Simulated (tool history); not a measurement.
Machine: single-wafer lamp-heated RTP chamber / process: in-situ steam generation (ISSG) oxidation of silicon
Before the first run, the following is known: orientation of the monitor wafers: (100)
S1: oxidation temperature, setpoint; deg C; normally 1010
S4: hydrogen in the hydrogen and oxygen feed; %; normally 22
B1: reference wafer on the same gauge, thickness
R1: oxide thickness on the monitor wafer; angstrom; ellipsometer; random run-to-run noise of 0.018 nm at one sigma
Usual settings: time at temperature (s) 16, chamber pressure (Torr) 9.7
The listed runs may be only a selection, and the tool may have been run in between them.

Run 1, day 0.000: usual settings but chamber pressure (Torr) 10.2; B1 4.575. Result: R1 46.21 angstrom.
Run 2, day 0.533: usual settings but time at temperature (s) 18; B1 4.574. Result: R1 49.40 angstrom.
Run 3, day 1.200: usual settings but S1 999 deg C; B1 4.569. Result: R1 44.64 angstrom.
At day 2.388: gauge calibrated.
Run 4, day 2.879: usual settings; B1 4.568. Result: R1 46.75 angstrom.
Run 5, day 3.146: usual settings; B1 4.571. Result: R1 46.88 angstrom.
Run 6, day 3.796: usual settings; B1 4.575. Result: R1 46.90 angstrom.
Run 7, day 4.471: usual settings; B1 4.572. Result: R1 46.85 angstrom.
Run 8, day 4.983: usual settings; B1 4.559. Result: R1 47.09 angstrom.
Run 9, day 5.283: usual settings; B1 4.569. Result: R1 46.77 angstrom.
Run 10, day 5.858: usual settings; B1 4.567. Result: R1 46.75 angstrom.
Run 11, day 6.550: usual settings; B1 4.576. Result: R1 46.84 angstrom.
Run 12, day 7.254: usual settings but S1 1016 deg C, chamber pressure (Torr) 8.8; B1 4.574. Result: R1 48.57 angstrom.
Run 13, day 7.946: usual settings but time at temperature (s) 20, S4 29 %; B1 4.567. Result: R1 55.30 angstrom.
Run 14, day 8.442: usual settings but S1 995 deg C, time at temperature (s) 13, S4 12 %; B1 4.580. Result: R1 35.42 angstrom.
Run 15, day 8.742: usual settings but chamber pressure (Torr) 8.6, S4 18 %; B1 4.567. Result: R1 45.38 angstrom.

Predict the results of run 16:
At day 9.696: pressure gauge zeroed.
Run 16, day 9.717: usual settings but time at temperature (s) 22, chamber pressure (Torr) 10.2; B1 ?. Result: R1 ?.

B1: 4.571
R1: 54.01 angstrom
If the tool had no hidden condition, the same run with the same run-to-run variation would have returned R1 54.01 angstrom.
